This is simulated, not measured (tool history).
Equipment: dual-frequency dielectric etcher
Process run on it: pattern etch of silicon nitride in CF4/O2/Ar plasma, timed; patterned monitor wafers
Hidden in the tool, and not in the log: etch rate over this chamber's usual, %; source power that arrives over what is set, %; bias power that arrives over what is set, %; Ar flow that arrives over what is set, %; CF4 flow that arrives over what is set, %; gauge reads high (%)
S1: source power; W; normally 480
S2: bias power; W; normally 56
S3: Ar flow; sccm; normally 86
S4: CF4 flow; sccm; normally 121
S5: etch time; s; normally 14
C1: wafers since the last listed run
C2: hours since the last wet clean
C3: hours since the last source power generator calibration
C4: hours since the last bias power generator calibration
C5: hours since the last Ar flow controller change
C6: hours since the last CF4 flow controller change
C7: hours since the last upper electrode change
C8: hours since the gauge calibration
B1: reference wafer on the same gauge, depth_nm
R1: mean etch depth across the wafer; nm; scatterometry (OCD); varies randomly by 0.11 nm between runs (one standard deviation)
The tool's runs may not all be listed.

run 1 day=0.000 | S1=530 S2=51 S3=65 S4=121 S5=13 | C1=0 C2=232.1 C3=3633.2 C4=188.0 C5=246.5 C6=60.2 C7=77.3 C8=214.5 | B1=25.51 | R1=28.57
run 2 day=1.021 | S1=380 S2=56 S3=86 S4=149 S5=14 | C1=368 C2=256.6 C3=3657.7 C4=212.5 C5=271.0 C6=84.7 C7=101.8 C8=239.0 | B1=25.51 | R1=26.92
run 3 day=2.517 | S1=420 S2=56 S3=70 S4=150 S5=14 | C1=540 C2=292.5 C3=3693.6 C4=248.4 C5=306.9 C6=120.6 C7=137.7 C8=274.9 | B1=25.50 | R1=28.51
run 4 day=3.496 | S1=480 S2=56 S3=99 S4=121 S5=14 | C1=353 C2=316.0 C3=3717.1 C4=271.9 C5=330.4 C6=144.1 C7=161.2 C8=298.4 | B1=25.49 | R1=28.21
-- day=3.992 source power generator calibrated
run 5 day=4.625 | S1=480 S2=56 S3=86 S4=121 S5=14 | C1=347 C2=343.1 C3=15.2 C4=299.0 C5=357.5 C6=171.2 C7=188.3 C8=325.5 | B1=25.52 | R1=28.58
run 6 day=5.758 | S1=480 S2=56 S3=66 S4=121 S5=14 | C1=409 C2=370.3 C3=42.4 C4=326.2 C5=384.7 C6=198.4 C7=215.5 C8=352.7 | B1=25.49 | R1=29.44
run 7 day=6.971 | S1=480 S2=56 S3=86 S4=121 S5=14 | C1=438 C2=399.4 C3=71.5 C4=355.3 C5=413.8 C6=227.5 C7=244.6 C8=381.8 | B1=25.47 | R1=28.50
run 8 day=8.033 | S1=480 S2=56 S3=86 S4=137 S5=14 | C1=383 C2=424.9 C3=97.0 C4=380.8 C5=439.3 C6=253.0 C7=270.1 C8=407.3 | B1=25.49 | R1=29.17
-- day=9.454 wet clean of the chamber
run 9 day=9.475 | S1=480 S2=56 S3=86 S4=121 S5=14 | C1=159 C2=0.5 C3=131.6 C4=415.4 C5=473.9 C6=287.6 C7=304.7 C8=441.9 | B1=25.48 | R1=29.30
run 10 day=10.042 | S1=480 S2=56 S3=99 S4=121 S5=14 | C1=204 C2=14.1 C3=145.2 C4=429.0 C5=487.5 C6=301.2 C7=318.3 C8=455.5 | B1=25.49 | R1=28.93
run 11 day=11.288 | S1=480 S2=56 S3=86 S4=133 S5=14 | C1=450 C2=44.0 C3=175.1 C4=458.9 C5=517.4 C6=331.1 C7=348.2 C8=485.4 | B1=25.51 | R1=29.63
run 12 day=12.467 | S1=420 S2=56 S3=86 S4=95 S5=14 | C1=425 C2=72.3 C3=203.4 C4=487.2 C5=545.7 C6=359.4 C7=376.5 C8=513.7 | B1=25.49 | R1=26.27
run 13 day=13.808 | S1=550 S2=56 S3=86 S4=99 S5=14 | C1=484 C2=104.5 C3=235.6 C4=519.4 C5=577.9 C6=391.6 C7=408.7 C8=545.9 | B1=25.50 | R1=29.83
run 14 day=14.846 | S1=480 S2=56 S3=86 S4=121 S5=14 | C1=374 C2=129.4 C3=260.5 C4=544.3 C5=602.8 C6=416.5 C7=433.6 C8=570.8 | B1=25.50 | R1=29.08
run 15 day=16.300 | S1=480 S2=56 S3=67 S4=139 S5=14 | C1=525 C2=164.3 C3=295.4 C4=579.2 C5=637.7 C6=451.4 C7=468.5 C8=605.7 | B1=25.50 | R1=30.50
run 16 day=17.692 | S1=480 S2=56 S3=86 S4=121 S5=14 | C1=502 C2=197.7 C3=328.8 C4=612.6 C5=671.1 C6=484.8 C7=501.9 C8=639.1 | B1=25.50 | R1=29.06
run 17 day=18.800 | S1=480 S2=51 S3=86 S4=121 S5=14 | C1=400 C2=224.3 C3=355.4 C4=639.2 C5=697.7 C6=511.4 C7=528.5 C8=665.7 | B1=25.52 | R1=28.36
run 18 day=19.950 | S1=410 S2=66 S3=70 S4=121 S5=11 | C1=415 C2=251.9 C3=383.0 C4=666.8 C5=725.3 C6=539.0 C7=556.1 C8=693.3 | B1=25.49 | R1=22.45

For run 19, what comes out?
run 19 day=21.438 | S1=480 S2=56 S3=86 S4=110 S5=14 | C1=537 C2=287.6 C3=418.7 C4=702.5 C5=761.0 C6=574.7 C7=591.8 C8=729.0 | B1=? | R1=?

{"run 19": {"B1": 25.5, "R1": 28.28}}
Minus the tool's unlogged condition, the same run would have read R1 28.74 nm.

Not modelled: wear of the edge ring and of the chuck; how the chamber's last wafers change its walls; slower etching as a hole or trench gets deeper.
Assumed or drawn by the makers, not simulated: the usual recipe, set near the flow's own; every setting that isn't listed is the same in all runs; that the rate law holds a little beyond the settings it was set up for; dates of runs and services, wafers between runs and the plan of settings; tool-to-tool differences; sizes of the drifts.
